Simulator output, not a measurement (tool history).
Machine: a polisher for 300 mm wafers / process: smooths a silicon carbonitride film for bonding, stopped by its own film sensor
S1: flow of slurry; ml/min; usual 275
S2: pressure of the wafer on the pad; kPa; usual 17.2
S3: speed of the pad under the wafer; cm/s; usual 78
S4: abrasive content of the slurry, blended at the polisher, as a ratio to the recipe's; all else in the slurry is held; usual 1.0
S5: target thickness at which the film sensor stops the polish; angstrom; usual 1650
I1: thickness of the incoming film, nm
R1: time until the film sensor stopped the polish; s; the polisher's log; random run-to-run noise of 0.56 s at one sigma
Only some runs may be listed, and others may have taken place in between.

run	hour	S1	S2	S3	S4	S5	I1	R1
1	0.0	275	17.2	86	1.0	1650	180.9	62.3
# hour 48.7: slurry blender recalibrated
2	68.6	275	17.2	86	1.0	1650	181.6	62.0
3	196.5	275	17.2	86	1.0	1650	182.2	62.6
4	277.4	235	17.2	78	1.0	1650	177.0	47.1
# hour 293.8: slurry nozzle cleaned
5	337.3	235	17.2	78	1.0	1650	176.5	45.6
# hour 348.1: worn pad replaced by a new one
6	440.9	235	17.2	78	1.0	1650	182.3	69.6
7	513.9	275	17.2	78	1.0	1650	181.4	65.5
8	576.6	275	17.2	78	1.0	1650	182.4	70.1
# hour 622.3: slurry blender recalibrated
# hour 635.1: head pressure recalibrated
9	635.6	275	17.2	78	1.0	1650	181.4	69.3
10	714.2	275	17.2	78	1.0	1650	183.4	76.1
11	764.9	275	13.8	78	1.0	1650	178.7	66.0
# hour 868.1: worn pad replaced by a new one
12	881.5	275	17.2	54	1.0	1650	180.3	81.7
13	921.9	275	17.2	78	1.0	1650	181.4	64.6
# hour 1011.0: slurry nozzle cleaned
14	1015.0	275	17.2	78	1.0	1650	183.6	74.6
15	1119.7	275	17.2	78	1.0	1650	182.2	69.9
# hour 1125.6: slurry blender recalibrated
16	1173.2	275	17.2	78	1.1	1690	179.7	40.1
17	1246.5	275	17.2	78	1.0	1680	177.5	37.3
# hour 1283.2: head pressure recalibrated
18	1294.9	275	17.2	78	1.0	1680	183.5	65.2
19	1365.1	275	18.6	50	1.1	1700	178.7	45.5
20	1430.7	275	11.0	78	1.0	1680	180.5	70.9
# hour 1483.6: worn pad replaced by a new one
21	1523.7	210	14.5	58	1.1	1650	177.5	71.7
22	1607.7	275	22.8	66	1.0	1650	177.9	48.7
23	1685.5	275	17.2	78	1.0	1700	179.8	40.4
# hour 1724.5: slurry nozzle cleaned
24	1740.8	275	11.0	78	1.0	1680	181.2	79.6
# hour 1776.1: slurry blender recalibrated
25	1882.2	275	17.2	90	1.2	1650	180.1	48.1
26	1923.0	220	17.2	78	1.0	1680	176.9	35.6
27	1998.0	275	11.7	78	1.0	1670	181.7	77.6
# hour 2041.4: head pressure recalibrated
28	2078.0	275	17.2	78	1.1	1690	177.7	34.8
# hour 2120.0: worn pad replaced by a new one
29	2136.2	275	17.2	78	1.0	1700	182.2	51.1

5 ways to go on from here, each from the tool as it stands after run 29. What would each give?
A	2136.6	275	17.2	78	1.0	1630	178.2	?
B	2136.6	345	12.4	102	0.9	1650	178.2	?
C	2136.6	360	13.8	78	1.3	1670	178.2	?
D	2136.6	210	17.2	78	1.0	1650	178.2	?
E	2136.6	340	17.2	78	1.0	1650	178.2	?

run	R1
A	64.4
B	60.5
C	49.0
D	57.4
E	54.9
Without the tool's hidden state the same runs would have given:
run	R1
A	63.8
B	59.8
C	48.7
D	56.9
E	54.4
